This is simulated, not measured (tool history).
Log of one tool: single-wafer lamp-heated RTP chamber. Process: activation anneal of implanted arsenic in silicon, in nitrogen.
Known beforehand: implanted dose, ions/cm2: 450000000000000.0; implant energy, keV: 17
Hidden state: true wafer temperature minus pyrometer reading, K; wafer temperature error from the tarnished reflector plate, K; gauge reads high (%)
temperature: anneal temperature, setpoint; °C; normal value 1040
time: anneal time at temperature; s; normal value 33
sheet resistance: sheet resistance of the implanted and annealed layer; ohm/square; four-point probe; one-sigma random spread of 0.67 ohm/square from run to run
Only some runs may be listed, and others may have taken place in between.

run    hour  temperature  time  wafers since the last listed run  wafers since the last pyrometer calibration  wafers since the reflector plate was cleaned  hours since the gauge calibration  read-back reference wafer on the same gauge, sheet resistance  sheet resistance
  1       0         1040    33                                 0                                         4417                                          4702                              215.1                                                         204.08            241.52
  2    30.1         1040    44                               343                                         4761                                          5045                              245.2                                                         204.02            237.25
       49.3  -- pyrometer window cleaned and pyrometer calibrated
  3    77.7         1040    44                               451                                          323                                          5497                              292.8                                                         203.93            238.76
  4   147.3         1040    33                               794                                         1118                                          6292                              362.4                                                            204            241.16
  5   182.8         1040    33                               405                                         1523                                          6697                              397.9                                                         203.98            241.99
  6   208.8         1040    33                               296                                         1819                                          6993                              423.9                                                         203.97            240.62
  7   256.1         1040    33                               539                                         2359                                          7533                              471.2                                                         204.14            240.87
  8   315.9         1040    33                               682                                         3042                                          8216                                531                                                         203.98            240.55
  9   385.1         1040    33                               789                                         3832                                          9005                              600.2                                                         204.01            242.79
 10   413.8         1040    33                               327                                         4159                                          9333                              628.9                                                         204.13            241.17
 11   473.4         1040    33                               680                                         4839                                         10013                              688.5                                                         204.01            240.98
      485.9  -- pyrometer window cleaned and pyrometer calibrated
 12     508         1040    33                               303                                          252                                         10317                              723.1                                                         204.02            242.13
      554.8  -- reflector plate cleaned
 13   559.5         1030    33                               496                                          749                                            53                              774.6                                                         204.05            244.91
 14   621.2         1018    45                               704                                         1453                                           757                              836.3                                                         204.08            244.95
 15   674.9         1021    22                               612                                         2066                                          1370                                890                                                         203.93            251.56
 16   700.8         1040    44                               295                                         2361                                          1666                              915.9                                                         204.02            238.52
 17   760.3         1040    33                               679                                         3040                                          2345                              975.4                                                         203.93            242.22
 18   815.4         1040    33                               628                                         3669                                          2974                             1030.5                                                            204            242.68
 19   859.2         1040    17                               499                                         4169                                          3474                             1074.3                                                         204.06            249.32
 20   905.6         1030    23                               529                                         4698                                          4003                             1120.7                                                          204.1            247.65
      929.3  -- pyrometer window cleaned and pyrometer calibrated
 21   979.4         1059    33                               750                                          571                                          4754                             1194.5                                                         203.86            236.38
     1016.3  -- gauge calibrated
 22  1025.3         1040    33                               523                                         1095                                          5278                                  9                                                         203.87            240.91
 23  1069.8         1065    21                               507                                         1603                                          5786                               53.5                                                         204.04            239.81
 24  1285.2         1015    26                              2458                                         4061                                          8244                              268.9                                                         204.03            250.24
 25  1316.9         1040    33                               361                                         4423                                          8606                              300.6                                                         204.16            240.52
 26  1357.8         1040    33                               466                                         4890                                          9073                              341.5                                                         204.08            242.34
 27  1394.6         1030    33                               419                                         5310                                          9493                              378.3                                                         204.04            242.94
 28  1478.5         1067    33                               957                                         6267                                         10450                              462.2                                                         204.16            235.17
     1488.1  -- pyrometer window cleaned and pyrometer calibrated
 29  1534.6         1040    33                               548                                          530                                         10999                              518.3                                                         203.88            240.27
 30  1574.1         1027    49                               450                                          981                                         11450                              557.8                                                         204.13            239.54
 31    1599         1014    19                               284                                         1265                                         11734                              582.7                                                         204.09            253.05
 32  1648.1         1019    49                               560                                         1825                                         12295                              631.8                                                         204.16            241.96
     1663.4  -- reflector plate cleaned
 33  1717.7         1040    46                               703                                         2528                                           619                              701.4                                                         203.96            238.44
 34    1783         1024    33                               745                                         3273                                          1364                              766.7                                                         203.92            245.59
 35  1847.9         1048    43                               740                                         4014                                          2105                              831.6                                                         204.12            237.79
 36  1909.8         1011    49                               706                                         4721                                          2811                              893.5                                                         203.99            245.15

Below, each run's measurement less what the same run would have read without the hidden state. Both values contain the same run-to-run variation, but the gauge's scatter may not be the same in both:
run  sheet resistance
  1             -1.79
  2             -1.95
  3             -2.05
  4             -2.04
  5             -2.08
  6              -2.1
  7             -2.16
  8              -2.2
  9             -2.27
 10             -2.27
 11             -2.31
 12             -2.33
 13             -0.23
 14             -0.58
 15             -0.63
 16             -1.07
 17             -1.24
 18             -1.44
 19             -1.25
 20              -1.4
 21              -1.9
 22             -1.93
 23             -1.94
 24             -1.64
 25             -2.27
 26             -2.31
 27             -2.21
 28             -2.46
 29             -2.38
 30              -2.5
 31             -1.47
 32             -2.41
 33             -0.63
 34             -0.82
 35             -1.29
 36              -1.3

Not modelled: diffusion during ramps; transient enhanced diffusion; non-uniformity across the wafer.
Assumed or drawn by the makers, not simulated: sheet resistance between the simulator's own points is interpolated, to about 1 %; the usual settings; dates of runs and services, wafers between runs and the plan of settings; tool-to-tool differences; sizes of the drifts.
